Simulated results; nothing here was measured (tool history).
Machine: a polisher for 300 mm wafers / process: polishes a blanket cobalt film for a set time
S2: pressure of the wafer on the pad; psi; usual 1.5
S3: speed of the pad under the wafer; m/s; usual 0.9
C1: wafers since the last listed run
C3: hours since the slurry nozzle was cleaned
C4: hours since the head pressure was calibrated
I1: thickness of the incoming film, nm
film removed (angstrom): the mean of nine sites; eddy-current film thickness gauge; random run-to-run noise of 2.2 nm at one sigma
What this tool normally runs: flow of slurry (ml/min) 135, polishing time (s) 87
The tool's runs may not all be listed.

run 1 hour=0 | flow_of_slurry_(ml/min)=135 S2=1.5 S3=0.9 polishing_time_(s)=87 | C1=0 wafers_polished_on_this_pad=577 C3=10.2 C4=212.4 | I1=1339.6 | film_removed_(angstrom)=3554
run 2 hour=15.3 | flow_of_slurry_(ml/min)=135 S2=1.5 S3=0.9 polishing_time_(s)=87 | C1=125 wafers_polished_on_this_pad=703 C3=25.5 C4=227.7 | I1=1333.7 | film_removed_(angstrom)=3598
run 3 hour=30.2 | flow_of_slurry_(ml/min)=135 S2=1.5 S3=0.9 polishing_time_(s)=87 | C1=122 wafers_polished_on_this_pad=825 C3=40.4 C4=242.6 | I1=1319.7 | film_removed_(angstrom)=3580
run 4 hour=53 | flow_of_slurry_(ml/min)=135 S2=1.5 S3=0.8 polishing_time_(s)=87 | C1=187 wafers_polished_on_this_pad=1013 C3=63.2 C4=265.4 | I1=1357.9 | film_removed_(angstrom)=3213
run 5 hour=72.3 | flow_of_slurry_(ml/min)=135 S2=1.5 S3=0.9 polishing_time_(s)=87 | C1=158 wafers_polished_on_this_pad=1172 C3=82.5 C4=284.7 | I1=1315.3 | film_removed_(angstrom)=3553
run 6 hour=107.2 | flow_of_slurry_(ml/min)=135 S2=1.5 S3=0.9 polishing_time_(s)=87 | C1=287 wafers_polished_on_this_pad=1459 C3=117.4 C4=319.6 | I1=1348.5 | film_removed_(angstrom)=3527
run 7 hour=132.4 | flow_of_slurry_(ml/min)=135 S2=1.1 S3=0.9 polishing_time_(s)=87 | C1=207 wafers_polished_on_this_pad=1666 C3=142.6 C4=344.8 | I1=1328.4 | film_removed_(angstrom)=2558
run 8 hour=146.1 | flow_of_slurry_(ml/min)=135 S2=1.5 S3=0.68 polishing_time_(s)=87 | C1=112 wafers_polished_on_this_pad=1779 C3=156.3 C4=358.5 | I1=1317.6 | film_removed_(angstrom)=2776
run 9 hour=159.9 | flow_of_slurry_(ml/min)=135 S2=1.5 S3=0.68 polishing_time_(s)=87 | C1=113 wafers_polished_on_this_pad=1893 C3=170.1 C4=372.3 | I1=1366.6 | film_removed_(angstrom)=2787
-- hour=166.1 worn pad replaced by a new one
run 10 hour=192.8 | flow_of_slurry_(ml/min)=135 S2=1.5 S3=0.68 polishing_time_(s)=87 | C1=237 wafers_polished_on_this_pad=220 C3=203 C4=405.2 | I1=1339.4 | film_removed_(angstrom)=2772
run 11 hour=208.6 | flow_of_slurry_(ml/min)=135 S2=1.5 S3=0.9 polishing_time_(s)=87 | C1=130 wafers_polished_on_this_pad=350 C3=218.8 C4=421 | I1=1354.1 | film_removed_(angstrom)=3490
run 12 hour=239.4 | flow_of_slurry_(ml/min)=135 S2=1.6 S3=0.9 polishing_time_(s)=87 | C1=253 wafers_polished_on_this_pad=603 C3=249.6 C4=451.8 | I1=1355.6 | film_removed_(angstrom)=3749
-- hour=253.3 slurry nozzle cleaned
run 13 hour=253.8 | flow_of_slurry_(ml/min)=135 S2=1.6 S3=0.9 polishing_time_(s)=87 | C1=110 wafers_polished_on_this_pad=713 C3=0.5 C4=466.2 | I1=1343.4 | film_removed_(angstrom)=3816
run 14 hour=288.4 | flow_of_slurry_(ml/min)=135 S2=1.6 S3=0.9 polishing_time_(s)=87 | C1=284 wafers_polished_on_this_pad=998 C3=35.1 C4=500.8 | I1=1349.8 | film_removed_(angstrom)=3848
-- hour=298.4 head pressure recalibrated
run 15 hour=315.2 | flow_of_slurry_(ml/min)=135 S2=1.5 S3=0.9 polishing_time_(s)=103 | C1=204 wafers_polished_on_this_pad=1202 C3=61.9 C4=16.8 | I1=1325.4 | film_removed_(angstrom)=4236
run 16 hour=350.2 | flow_of_slurry_(ml/min)=135 S2=1.9 S3=1.2 polishing_time_(s)=87 | C1=288 wafers_polished_on_this_pad=1490 C3=96.9 C4=51.8 | I1=1335.1 | film_removed_(angstrom)=5762
run 17 hour=376.5 | flow_of_slurry_(ml/min)=170 S2=1.5 S3=0.9 polishing_time_(s)=87 | C1=216 wafers_polished_on_this_pad=1706 C3=123.2 C4=78.1 | I1=1335.1 | film_removed_(angstrom)=3717
-- hour=399.6 worn pad replaced by a new one
run 18 hour=405.5 | flow_of_slurry_(ml/min)=135 S2=1.5 S3=0.9 polishing_time_(s)=87 | C1=205 wafers_polished_on_this_pad=48 C3=152.2 C4=107.1 | I1=1348.5 | film_removed_(angstrom)=3536
run 19 hour=436.7 | flow_of_slurry_(ml/min)=135 S2=1.5 S3=0.9 polishing_time_(s)=87 | C1=256 wafers_polished_on_this_pad=305 C3=183.4 C4=138.3 | I1=1322.6 | film_removed_(angstrom)=3490
run 20 hour=456.9 | flow_of_slurry_(ml/min)=160 S2=1.7 S3=1.2 polishing_time_(s)=71 | C1=166 wafers_polished_on_this_pad=471 C3=203.6 C4=158.5 | I1=1327.1 | film_removed_(angstrom)=4279
run 21 hour=469.2 | flow_of_slurry_(ml/min)=160 S2=1.2 S3=0.9 polishing_time_(s)=87 | C1=101 wafers_polished_on_this_pad=572 C3=215.9 C4=170.8 | I1=1328.5 | film_removed_(angstrom)=2902
-- hour=479.9 slurry nozzle cleaned
run 22 hour=483.5 | flow_of_slurry_(ml/min)=135 S2=1.5 S3=1.1 polishing_time_(s)=87 | C1=109 wafers_polished_on_this_pad=681 C3=3.6 C4=185.1 | I1=1343.6 | film_removed_(angstrom)=4272
run 23 hour=556.3 | flow_of_slurry_(ml/min)=165 S2=1.1 S3=0.58 polishing_time_(s)=87 | C1=599 wafers_polished_on_this_pad=1281 C3=76.4 C4=257.9 | I1=1355 | film_removed_(angstrom)=1880
-- hour=625.7 worn pad replaced by a new one
run 24 hour=647.3 | flow_of_slurry_(ml/min)=175 S2=1.5 S3=0.9 polishing_time_(s)=98 | C1=715 wafers_polished_on_this_pad=177 C3=167.4 C4=348.9 | I1=1325.1 | film_removed_(angstrom)=4107
run 25 hour=678 | flow_of_slurry_(ml/min)=135 S2=1.5 S3=0.9 polishing_time_(s)=87 | C1=252 wafers_polished_on_this_pad=430 C3=198.1 C4=379.6 | I1=1352.9 | film_removed_(angstrom)=3529
run 26 hour=691.3 | flow_of_slurry_(ml/min)=135 S2=1.5 S3=1 polishing_time_(s)=87 | C1=109 wafers_polished_on_this_pad=539 C3=211.4 C4=392.9 | I1=1316.4 | film_removed_(angstrom)=3806
run 27 hour=705.7 | flow_of_slurry_(ml/min)=135 S2=1.5 S3=0.9 polishing_time_(s)=87 | C1=118 wafers_polished_on_this_pad=658 C3=225.8 C4=407.3 | I1=1344 | film_removed_(angstrom)=3487
-- hour=715.3 slurry nozzle cleaned
run 28 hour=728.3 | flow_of_slurry_(ml/min)=135 S2=1.5 S3=0.9 polishing_time_(s)=73 | C1=177 wafers_polished_on_this_pad=835 C3=13 C4=429.9 | I1=1337.3 | film_removed_(angstrom)=2973
run 29 hour=761.7 | flow_of_slurry_(ml/min)=135 S2=1.3 S3=0.9 polishing_time_(s)=87 | C1=274 wafers_polished_on_this_pad=1110 C3=46.4 C4=463.3 | I1=1328.5 | film_removed_(angstrom)=3110
run 30 hour=787.6 | flow_of_slurry_(ml/min)=135 S2=1.5 S3=0.9 polishing_time_(s)=87 | C1=213 wafers_polished_on_this_pad=1323 C3=72.3 C4=489.2 | I1=1336.4 | film_removed_(angstrom)=3536
run 31 hour=805.8 | flow_of_slurry_(ml/min)=135 S2=1.5 S3=0.9 polishing_time_(s)=87 | C1=149 wafers_polished_on_this_pad=1473 C3=90.5 C4=507.4 | I1=1339.8 | film_removed_(angstrom)=3522
run 32 hour=822.4 | flow_of_slurry_(ml/min)=135 S2=1.5 S3=0.9 polishing_time_(s)=58 | C1=136 wafers_polished_on_this_pad=1610 C3=107.1 C4=524 | I1=1316.5 | film_removed_(angstrom)=2375
-- hour=838.1 head pressure recalibrated
run 33 hour=853.7 | flow_of_slurry_(ml/min)=135 S2=1.5 S3=0.9 polishing_time_(s)=87 | C1=241 wafers_polished_on_this_pad=1851 C3=138.4 C4=15.6 | I1=1336.8 | film_removed_(angstrom)=3523
-- hour=891.1 worn pad replaced by a new one
run 34 hour=936 | flow_of_slurry_(ml/min)=135 S2=1.8 S3=0.9 polishing_time_(s)=72 | C1=644 wafers_polished_on_this_pad=369 C3=220.7 C4=97.9 | I1=1332.6 | film_removed_(angstrom)=3481
run 35 hour=971.2 | flow_of_slurry_(ml/min)=135 S2=2 S3=0.9 polishing_time_(s)=87 | C1=289 wafers_polished_on_this_pad=658 C3=255.9 C4=133.1 | I1=1335.3 | film_removed_(angstrom)=4659
-- hour=980.9 slurry nozzle cleaned
run 36 hour=985.9 | flow_of_slurry_(ml/min)=110 S2=1.5 S3=0.9 polishing_time_(s)=113 | C1=112 wafers_polished_on_this_pad=771 C3=5 C4=147.8 | I1=1311.7 | film_removed_(angstrom)=4467
run 37 hour=1012.5 | flow_of_slurry_(ml/min)=135 S2=1.5 S3=0.9 polishing_time_(s)=109 | C1=218 wafers_polished_on_this_pad=990 C3=31.6 C4=174.4 | I1=1329.5 | film_removed_(angstrom)=4452

Branching from run 37: 4 alternative next runs. What would each branch give?
run A hour=1012.9 | flow_of_slurry_(ml/min)=135 S2=1.5 S3=0.9 polishing_time_(s)=87 | C1=3 wafers_polished_on_this_pad=993 C3=32 C4=174.8 | I1=1346.2 | film_removed_(angstrom)=?
run B hour=1012.9 | flow_of_slurry_(ml/min)=135 S2=1 S3=0.9 polishing_time_(s)=87 | C1=3 wafers_polished_on_this_pad=993 C3=32 C4=174.8 | I1=1346.2 | film_removed_(angstrom)=?
run C hour=1012.9 | flow_of_slurry_(ml/min)=135 S2=1.5 S3=0.62 polishing_time_(s)=87 | C1=3 wafers_polished_on_this_pad=993 C3=32 C4=174.8 | I1=1346.2 | film_removed_(angstrom)=?
run D hour=1012.9 | flow_of_slurry_(ml/min)=135 S2=1.2 S3=1.14 polishing_time_(s)=76 | C1=3 wafers_polished_on_this_pad=993 C3=32 C4=174.8 | I1=1346.2 | film_removed_(angstrom)=?

run=A film_removed_(angstrom)=3569
run=B film_removed_(angstrom)=2379
run=C film_removed_(angstrom)=2627
run=D film_removed_(angstrom)=3058
Without the tool's hidden state the same runs would have given:
run=A film_removed_(angstrom)=3596
run=B film_removed_(angstrom)=2398
run=C film_removed_(angstrom)=2647
run=D film_removed_(angstrom)=3082
